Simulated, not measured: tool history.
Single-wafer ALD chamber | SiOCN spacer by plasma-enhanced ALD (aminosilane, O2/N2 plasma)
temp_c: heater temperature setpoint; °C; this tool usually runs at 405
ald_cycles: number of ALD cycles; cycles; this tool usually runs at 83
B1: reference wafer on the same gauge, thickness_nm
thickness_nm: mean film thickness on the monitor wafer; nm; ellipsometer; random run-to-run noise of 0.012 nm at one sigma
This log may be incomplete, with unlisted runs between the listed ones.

run 1 hour=0 | temp_c=405 ald_cycles=83 | B1=4.032 | thickness_nm=4.87
run 2 hour=14.7 | temp_c=405 ald_cycles=83 | B1=4.03 | thickness_nm=4.862
run 3 hour=35.9 | temp_c=405 ald_cycles=83 | B1=4.028 | thickness_nm=4.893
run 4 hour=60.7 | temp_c=405 ald_cycles=83 | B1=4.028 | thickness_nm=4.869
run 5 hour=93.2 | temp_c=405 ald_cycles=83 | B1=4.027 | thickness_nm=4.866
run 6 hour=124.9 | temp_c=405 ald_cycles=83 | B1=4.035 | thickness_nm=4.875
run 7 hour=154.5 | temp_c=405 ald_cycles=83 | B1=4.028 | thickness_nm=4.876
run 8 hour=175.6 | temp_c=405 ald_cycles=71 | B1=4.03 | thickness_nm=4.165
run 9 hour=202.8 | temp_c=405 ald_cycles=83 | B1=4.029 | thickness_nm=4.858
run 10 hour=217 | temp_c=405 ald_cycles=93 | B1=4.028 | thickness_nm=5.457
run 11 hour=244.2 | temp_c=405 ald_cycles=93 | B1=4.034 | thickness_nm=5.463
run 12 hour=262.8 | temp_c=405 ald_cycles=93 | B1=4.035 | thickness_nm=5.455
run 13 hour=293.1 | temp_c=405 ald_cycles=83 | B1=4.03 | thickness_nm=4.865
run 14 hour=314.5 | temp_c=405 ald_cycles=83 | B1=4.032 | thickness_nm=4.895
run 15 hour=366.3 | temp_c=405 ald_cycles=83 | B1=4.028 | thickness_nm=4.874
run 16 hour=380 | temp_c=405 ald_cycles=83 | B1=4.03 | thickness_nm=4.862
run 17 hour=414.8 | temp_c=405 ald_cycles=83 | B1=4.031 | thickness_nm=4.843
run 18 hour=426.9 | temp_c=405 ald_cycles=83 | B1=4.034 | thickness_nm=4.851
run 19 hour=454 | temp_c=409 ald_cycles=93 | B1=4.029 | thickness_nm=5.382
run 20 hour=488.1 | temp_c=405 ald_cycles=83 | B1=4.032 | thickness_nm=4.86
run 21 hour=510.8 | temp_c=405 ald_cycles=94 | B1=4.029 | thickness_nm=5.527
run 22 hour=546.1 | temp_c=418 ald_cycles=90 | B1=4.032 | thickness_nm=5.083
run 23 hour=566.9 | temp_c=405 ald_cycles=69 | B1=4.031 | thickness_nm=4.038
run 24 hour=588.3 | temp_c=405 ald_cycles=67 | B1=4.028 | thickness_nm=3.923
run 25 hour=602.3 | temp_c=405 ald_cycles=83 | B1=4.028 | thickness_nm=4.878
run 26 hour=617.4 | temp_c=405 ald_cycles=70 | B1=4.032 | thickness_nm=4.104
run 27 hour=652.5 | temp_c=405 ald_cycles=98 | B1=4.029 | thickness_nm=5.754
run 28 hour=679.3 | temp_c=405 ald_cycles=83 | B1=4.032 | thickness_nm=4.875
run 29 hour=700.9 | temp_c=396 ald_cycles=71 | B1=4.028 | thickness_nm=4.234
run 30 hour=716.2 | temp_c=418 ald_cycles=99 | B1=4.029 | thickness_nm=5.6
run 31 hour=749.8 | temp_c=405 ald_cycles=83 | B1=4.029 | thickness_nm=4.863
run 32 hour=768.6 | temp_c=398 ald_cycles=89 | B1=4.028 | thickness_nm=5.312
run 33 hour=792 | temp_c=405 ald_cycles=83 | B1=4.031 | thickness_nm=4.873
run 34 hour=827.2 | temp_c=400 ald_cycles=95 | B1=4.03 | thickness_nm=5.633
run 35 hour=843 | temp_c=412 ald_cycles=72 | B1=4.029 | thickness_nm=4.141
run 36 hour=855.5 | temp_c=405 ald_cycles=71 | B1=4.028 | thickness_nm=4.162
run 37 hour=884.9 | temp_c=405 ald_cycles=96 | B1=4.033 | thickness_nm=5.623
run 38 hour=903.4 | temp_c=419 ald_cycles=83 | B1=4.026 | thickness_nm=4.695
run 39 hour=916.2 | temp_c=416 ald_cycles=83 | B1=4.027 | thickness_nm=4.721
run 40 hour=950 | temp_c=410 ald_cycles=68 | B1=4.03 | thickness_nm=3.961

Not shown here: 3 entries made in the log between runs. Locate each between two listed runs and compare the hidden state at the listed run before it with the hidden state at the listed run after it:
Logged between run 5 and run 6: gauge calibrated (hour 105.1)
  no difference in the tool's unlogged condition between these two runs
Logged between run 26 and run 27: thermocouple changed; heater temperature recalibrated (hour 644.1)
  no difference in the tool's unlogged condition between these two runs
Logged between run 29 and run 30: gauge calibrated (hour 713.6)
  no difference in the tool's unlogged condition between these two runs
